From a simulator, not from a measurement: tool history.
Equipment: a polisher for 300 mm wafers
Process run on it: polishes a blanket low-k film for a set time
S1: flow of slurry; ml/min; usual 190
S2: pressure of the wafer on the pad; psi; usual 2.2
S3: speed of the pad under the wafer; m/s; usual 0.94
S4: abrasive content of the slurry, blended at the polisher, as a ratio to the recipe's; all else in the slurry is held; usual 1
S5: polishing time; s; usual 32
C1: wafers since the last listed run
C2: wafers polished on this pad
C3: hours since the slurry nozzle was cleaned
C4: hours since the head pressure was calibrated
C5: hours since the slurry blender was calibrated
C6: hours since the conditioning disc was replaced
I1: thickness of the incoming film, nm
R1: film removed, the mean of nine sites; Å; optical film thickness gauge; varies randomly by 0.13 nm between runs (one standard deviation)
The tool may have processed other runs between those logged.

run 1 hour=0 | S1=190 S2=2.2 S3=0.94 S4=1 S5=32 | C1=0 C2=1923 C3=258.8 C4=117.4 C5=284.7 C6=269.3 | I1=436 | R1=118
run 2 hour=52.2 | S1=190 S2=2.2 S3=0.94 S4=1 S5=32 | C1=788 C2=2712 C3=311 C4=169.6 C5=336.9 C6=321.5 | I1=443 | R1=121
-- hour=77.7 slurry blender recalibrated
run 3 hour=101.2 | S1=190 S2=2.2 S3=0.94 S4=1 S5=32 | C1=710 C2=3423 C3=360 C4=218.6 C5=23.5 C6=370.5 | I1=441.1 | R1=116
run 4 hour=142.6 | S1=190 S2=2.2 S3=0.94 S4=1 S5=32 | C1=625 C2=4048 C3=401.4 C4=260 C5=64.9 C6=411.9 | I1=441.2 | R1=117
run 5 hour=168.1 | S1=230 S2=2.2 S3=0.94 S4=1.1 S5=32 | C1=385 C2=4434 C3=426.9 C4=285.5 C5=90.4 C6=437.4 | I1=439.2 | R1=126
-- hour=215.2 worn pad replaced by a new one
run 6 hour=237.1 | S1=190 S2=2.2 S3=0.94 S4=0.9 S5=32 | C1=982 C2=330 C3=495.9 C4=354.5 C5=159.4 C6=506.4 | I1=442.4 | R1=112
-- hour=291.2 conditioning disc replaced and pad reconditioned
run 7 hour=301.1 | S1=190 S2=2.2 S3=0.94 S4=0.9 S5=32 | C1=937 C2=1267 C3=559.9 C4=418.5 C5=223.4 C6=9.9 | I1=435.2 | R1=111
run 8 hour=361.5 | S1=190 S2=2.2 S3=1.24 S4=1 S5=43 | C1=912 C2=2180 C3=620.3 C4=478.9 C5=283.8 C6=70.3 | I1=443 | R1=194
-- hour=393.5 slurry blender recalibrated
run 9 hour=400.8 | S1=245 S2=2.2 S3=0.94 S4=1.15 S5=25 | C1=563 C2=2743 C3=659.6 C4=518.2 C5=7.3 C6=109.6 | I1=443.9 | R1=100
-- hour=412 head pressure recalibrated
run 10 hour=469.3 | S1=190 S2=2.2 S3=0.94 S4=1 S5=32 | C1=1005 C2=3749 C3=728.1 C4=57.3 C5=75.8 C6=178.1 | I1=440.9 | R1=112
-- hour=478.1 slurry nozzle cleaned
run 11 hour=527.3 | S1=240 S2=1.6 S3=0.64 S4=1 S5=32 | C1=861 C2=4610 C3=49.2 C4=115.3 C5=133.8 C6=236.1 | I1=443 | R1=70
-- hour=572.7 worn pad replaced by a new one
run 12 hour=584.9 | S1=190 S2=2.2 S3=0.94 S4=1 S5=32 | C1=810 C2=184 C3=106.8 C4=172.9 C5=191.4 C6=293.7 | I1=440.1 | R1=119
run 13 hour=636.8 | S1=190 S2=1.6 S3=0.94 S4=1 S5=32 | C1=784 C2=968 C3=158.7 C4=224.8 C5=243.3 C6=345.6 | I1=442.3 | R1=92
run 14 hour=691.8 | S1=140 S2=2.2 S3=0.94 S4=1 S5=22 | C1=831 C2=1800 C3=213.7 C4=279.8 C5=298.3 C6=400.6 | I1=442.2 | R1=79
run 15 hour=719.2 | S1=225 S2=3 S3=0.94 S4=1 S5=38 | C1=414 C2=2214 C3=241.1 C4=307.2 C5=325.7 C6=428 | I1=441 | R1=189
-- hour=750.9 conditioning disc replaced and pad reconditioned
-- hour=759.5 slurry blender recalibrated
run 16 hour=777.6 | S1=190 S2=2.2 S3=0.94 S4=1.1 S5=35 | C1=822 C2=3036 C3=299.5 C4=365.6 C5=18.1 C6=26.7 | I1=435.5 | R1=138
-- hour=821.8 head pressure recalibrated
run 17 hour=826.8 | S1=220 S2=2.2 S3=0.74 S4=1.1 S5=32 | C1=713 C2=3749 C3=348.7 C4=5 C5=67.3 C6=75.9 | I1=438.7 | R1=106
run 18 hour=869.2 | S1=190 S2=2.2 S3=1.12 S4=0.75 S5=32 | C1=640 C2=4390 C3=391.1 C4=47.4 C5=109.7 C6=118.3 | I1=438.4 | R1=113
-- hour=879.1 worn pad replaced by a new one
run 19 hour=915.7 | S1=150 S2=1.9 S3=0.94 S4=1.25 S5=23 | C1=642 C2=552 C3=437.6 C4=93.9 C5=156.2 C6=164.8 | I1=442.7 | R1=81
run 20 hour=1044.3 | S1=190 S2=2.2 S3=0.94 S4=1 S5=32 | C1=1943 C2=2496 C3=566.2 C4=222.5 C5=284.8 C6=293.4 | I1=444.8 | R1=117
-- hour=1065 slurry blender recalibrated
run 21 hour=1112.6 | S1=190 S2=2.2 S3=0.94 S4=0.9 S5=32 | C1=1002 C2=3498 C3=634.5 C4=290.8 C5=47.6 C6=361.7 | I1=434.8 | R1=108
run 22 hour=1145.6 | S1=215 S2=2.2 S3=0.94 S4=1 S5=32 | C1=498 C2=3997 C3=667.5 C4=323.8 C5=80.6 C6=394.7 | I1=431.5 | R1=117
-- hour=1174.2 slurry nozzle cleaned
run 23 hour=1177.3 | S1=190 S2=2.9 S3=0.72 S4=1 S5=32 | C1=464 C2=4461 C3=3.1 C4=355.5 C5=112.3 C6=426.4 | I1=434 | R1=124
run 24 hour=1217 | S1=190 S2=2.6 S3=0.94 S4=0.75 S5=32 | C1=600 C2=5061 C3=42.8 C4=395.2 C5=152 C6=466.1 | I1=434.6 | R1=114

5 options for the next run, each taken on its own from the tool as it stands now. Forecast them:
run A hour=1217.4 | S1=190 S2=2.2 S3=0.94 S4=1 S5=32 | C1=6 C2=5067 C3=43.2 C4=395.6 C5=152.4 C6=466.5 | I1=449.4 | R1=?
run B hour=1217.4 | S1=190 S2=1.8 S3=0.76 S4=1.15 S5=32 | C1=6 C2=5067 C3=43.2 C4=395.6 C5=152.4 C6=466.5 | I1=449.4 | R1=?
run C hour=1217.4 | S1=190 S2=2.2 S3=0.94 S4=1 S5=38 | C1=6 C2=5067 C3=43.2 C4=395.6 C5=152.4 C6=466.5 | I1=449.4 | R1=?
run D hour=1217.4 | S1=190 S2=2.6 S3=0.94 S4=1.3 S5=22 | C1=6 C2=5067 C3=43.2 C4=395.6 C5=152.4 C6=466.5 | I1=449.4 | R1=?
run E hour=1217.4 | S1=210 S2=2.2 S3=0.82 S4=0.75 S5=32 | C1=6 C2=5067 C3=43.2 C4=395.6 C5=152.4 C6=466.5 | I1=449.4 | R1=?

run=A R1=122
run=B R1=94
run=C R1=144
run=D R1=111
run=E R1=90
With the hidden condition removed and each run's random variation left untouched, the same runs would have given:
run=A R1=122
run=B R1=94
run=C R1=145
run=D R1=111
run=E R1=91
